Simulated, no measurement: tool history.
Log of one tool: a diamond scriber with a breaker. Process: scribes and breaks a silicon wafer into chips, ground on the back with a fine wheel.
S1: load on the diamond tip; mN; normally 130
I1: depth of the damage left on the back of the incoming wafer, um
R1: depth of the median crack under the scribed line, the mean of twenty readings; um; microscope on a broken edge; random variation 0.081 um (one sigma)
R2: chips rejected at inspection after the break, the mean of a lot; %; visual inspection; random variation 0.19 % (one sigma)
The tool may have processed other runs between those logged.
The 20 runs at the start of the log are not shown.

Run 21, hour 218.7: usual settings but S1 144 mN; I1 2.17. Result: R1 7.86 um, R2 7.52 %.
Run 22, hour 232.0: usual settings; I1 1.53. Result: R1 7.40 um, R2 8.78 %.
Run 23, hour 278.1: usual settings but S1 162 mN; I1 2.34. Result: R1 8.49 um, R2 5.28 %.
Run 24, hour 292.0: usual settings but S1 112 mN; I1 2.80. Result: R1 6.68 um, R2 22.34 %.
At hour 308.5: diamond tip replaced by a new one.
Run 25, hour 309.0: usual settings but S1 167 mN; I1 2.71. Result: R1 10.55 um, R2 4.27 %.
Run 26, hour 327.2: usual settings but S1 168 mN; I1 2.43. Result: R1 10.45 um, R2 3.89 %.
Run 27, hour 339.4: usual settings; I1 1.67. Result: R1 8.80 um, R2 3.43 %.
Run 28, hour 350.9: usual settings but S1 94 mN; I1 2.46. Result: R1 7.16 um, R2 14.90 %.
Run 29, hour 367.7: usual settings but S1 111 mN; I1 2.86. Result: R1 8.02 um, R2 10.05 %.
At hour 413.9: load on the tip recalibrated.
Run 30, hour 420.8: usual settings but S1 157 mN; I1 2.86. Result: R1 10.74 um, R2 4.27 %.
Run 31, hour 434.4: usual settings; I1 2.83. Result: R1 9.29 um, R2 5.40 %.
Run 32, hour 443.0: usual settings; I1 2.05. Result: R1 9.41 um, R2 3.17 %.
Run 33, hour 456.8: usual settings; I1 1.69. Result: R1 9.27 um, R2 2.22 %.
Run 34, hour 468.0: usual settings but S1 148 mN; I1 2.62. Result: R1 10.24 um, R2 3.44 %.
Run 35, hour 484.4: usual settings but S1 101 mN; I1 2.62. Result: R1 7.76 um, R2 10.71 %.
Run 36, hour 497.1: usual settings but S1 142 mN; I1 1.53. Result: R1 9.73 um, R2 2.28 %.
Run 37, hour 508.7: usual settings but S1 100 mN; I1 1.72. Result: R1 7.79 um, R2 8.72 %.
Run 38, hour 525.2: usual settings but S1 165 mN; I1 2.01. Result: R1 10.84 um, R2 3.25 %.
Run 39, hour 538.8: usual settings; I1 2.28. Result: R1 9.10 um, R2 4.11 %.
Run 40, hour 545.9: usual settings; I1 1.89. Result: R1 9.08 um, R2 3.19 %.

For run 41, what comes out?
Run 41, hour 553.3: usual settings but S1 95 mN; I1 1.98. Result: R1 ?, R2 ?.

R1: 7.28 um
R2: 10.91 %
If the tool had no hidden condition, the same run with the same run-to-run variation would have returned R1 7.85 um, R2 7.26 %.
